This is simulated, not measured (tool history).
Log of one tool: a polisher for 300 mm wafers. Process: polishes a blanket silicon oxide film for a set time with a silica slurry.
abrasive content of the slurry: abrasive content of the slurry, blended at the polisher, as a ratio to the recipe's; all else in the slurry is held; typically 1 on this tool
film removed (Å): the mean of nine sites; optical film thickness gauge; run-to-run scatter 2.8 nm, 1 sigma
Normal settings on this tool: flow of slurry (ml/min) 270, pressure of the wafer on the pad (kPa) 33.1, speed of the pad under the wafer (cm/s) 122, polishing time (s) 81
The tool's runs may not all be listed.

| run | hour | flow of slurry (ml/min) | pressure of the wafer on the pad (kPa) | speed of the pad under the wafer (cm/s) | abrasive content of the slurry | polishing time (s) | wafers since the last listed run | wafers polished on this pad | hours since the slurry nozzle was cleaned | hours since the head pressure was calibrated | hours since the slurry blender was calibrated | hours since the conditioning disc was replaced | incoming thickness of the incoming film, nm | film removed (Å) |
|---|---|---|---|---|---|---|---|---|---|---|---|---|---|---|
| 1 | 0 | 270 | 33.1 | 122 | 0.8 | 81 | 0 | 954 | 15.1 | 52.5 | 2.6 | 167.7 | 924.1 | 2311 |
|  | 5.3 | worn pad replaced by a new one |
| 2 | 12.6 | 270 | 33.1 | 114 | 1 | 81 | 70 | 59 | 27.7 | 65.1 | 15.2 | 180.3 | 926.6 | 2569 |
| 3 | 27.4 | 270 | 25.5 | 122 | 1 | 81 | 121 | 181 | 42.5 | 79.9 | 30 | 195.1 | 904.6 | 2088 |
| 4 | 42.5 | 340 | 33.1 | 122 | 1 | 81 | 124 | 305 | 57.6 | 95 | 45.1 | 210.2 | 910.6 | 2765 |
| 5 | 51.8 | 340 | 23.4 | 154 | 0.75 | 81 | 76 | 382 | 66.9 | 104.3 | 54.4 | 219.5 | 913 | 1876 |
| 6 | 65.4 | 270 | 33.1 | 86 | 0.9 | 88 | 111 | 493 | 80.5 | 117.9 | 68 | 233.1 | 918.2 | 2291 |
| 7 | 78.4 | 300 | 33.1 | 138 | 1 | 81 | 106 | 600 | 93.5 | 130.9 | 81 | 246.1 | 912.9 | 2924 |
| 8 | 92 | 270 | 33.1 | 122 | 1 | 81 | 111 | 712 | 107.1 | 144.5 | 94.6 | 259.7 | 916.8 | 2687 |
| 9 | 102.5 | 175 | 21.4 | 80 | 1 | 81 | 86 | 798 | 117.6 | 155 | 105.1 | 270.2 | 927.7 | 1304 |
|  | 112.1 | conditioning disc replaced and pad reconditioned |
| 10 | 117 | 315 | 42.1 | 90 | 1.3 | 81 | 102 | 901 | 132.1 | 169.5 | 119.6 | 4.9 | 903.1 | 3360 |
|  | 120 | slurry blender recalibrated |
| 11 | 123.2 | 270 | 26.2 | 122 | 1 | 81 | 34 | 936 | 138.3 | 175.7 | 3.2 | 11.1 | 924.8 | 2110 |
| 12 | 129.6 | 270 | 33.1 | 122 | 1 | 81 | 52 | 988 | 144.7 | 182.1 | 9.6 | 17.5 | 930.5 | 2706 |
|  | 136.5 | worn pad replaced by a new one |
| 13 | 139.9 | 330 | 33.1 | 122 | 1 | 81 | 51 | 27 | 155 | 192.4 | 19.9 | 27.8 | 912.7 | 2724 |
| 14 | 156.5 | 270 | 29.6 | 122 | 1.15 | 101 | 136 | 164 | 171.6 | 209 | 36.5 | 44.4 | 921.3 | 3246 |
| 15 | 174.1 | 325 | 28.3 | 122 | 0.85 | 74 | 144 | 309 | 189.2 | 226.6 | 54.1 | 62 | 916.1 | 1898 |
| 16 | 180.9 | 320 | 41.4 | 102 | 0.8 | 81 | 55 | 364 | 196 | 233.4 | 60.9 | 68.8 | 914.9 | 2647 |
| 17 | 198.6 | 270 | 33.1 | 122 | 1.1 | 58 | 145 | 510 | 213.7 | 251.1 | 78.6 | 86.5 | 921.4 | 2054 |
| 18 | 210.7 | 270 | 33.1 | 122 | 1 | 81 | 99 | 609 | 225.8 | 263.2 | 90.7 | 98.6 | 941 | 2722 |
| 19 | 227 | 270 | 26.2 | 122 | 1 | 66 | 134 | 744 | 242.1 | 279.5 | 107 | 114.9 | 940.3 | 1760 |
| 20 | 234.5 | 270 | 33.1 | 122 | 1 | 81 | 61 | 805 | 249.6 | 287 | 114.5 | 122.4 | 918.6 | 2695 |
|  | 239.4 | slurry blender recalibrated |
| 21 | 250.8 | 235 | 33.1 | 122 | 1 | 81 | 117 | 923 | 265.9 | 303.3 | 11.4 | 138.7 | 925.7 | 2630 |
| 22 | 268.5 | 270 | 33.1 | 122 | 1 | 81 | 145 | 1068 | 283.6 | 321 | 29.1 | 156.4 | 923.9 | 2684 |
| 23 | 275 | 270 | 33.1 | 122 | 1 | 81 | 53 | 1122 | 290.1 | 327.5 | 35.6 | 162.9 | 911.5 | 2628 |
|  | 284.4 | worn pad replaced by a new one |
| 24 | 284.9 | 295 | 33.1 | 122 | 1 | 81 | 48 | 3 | 300 | 337.4 | 45.5 | 172.8 | 917.8 | 2682 |
| 25 | 289 | 270 | 33.1 | 122 | 1 | 81 | 33 | 37 | 304.1 | 341.5 | 49.6 | 176.9 | 901.5 | 2690 |
| 26 | 295.1 | 270 | 33.1 | 122 | 1 | 67 | 50 | 87 | 310.2 | 347.6 | 55.7 | 183 | 916.4 | 2217 |

Branching from run 26: 4 alternative next runs. What would each branch give?
| A | 295.5 | 270 | 33.1 | 122 | 1 | 102 | 3 | 91 | 310.6 | 348 | 56.1 | 183.4 | 922 | ? |
| B | 295.5 | 195 | 33.1 | 88 | 1 | 81 | 3 | 91 | 310.6 | 348 | 56.1 | 183.4 | 922 | ? |
| C | 295.5 | 325 | 22.1 | 122 | 0.75 | 54 | 3 | 91 | 310.6 | 348 | 56.1 | 183.4 | 922 | ? |
| D | 295.5 | 270 | 33.1 | 154 | 1 | 81 | 3 | 91 | 310.6 | 348 | 56.1 | 183.4 | 922 | ? |

| run | film removed (Å) |
|---|---|
| A | 3416 |
| B | 2159 |
| C | 1023 |
| D | 3127 |
With the hidden condition removed and each run's random variation left untouched, the same runs would have given:
| run | film removed (Å) |
|---|---|
| A | 3416 |
| B | 2159 |
| C | 1023 |
| D | 3127 |
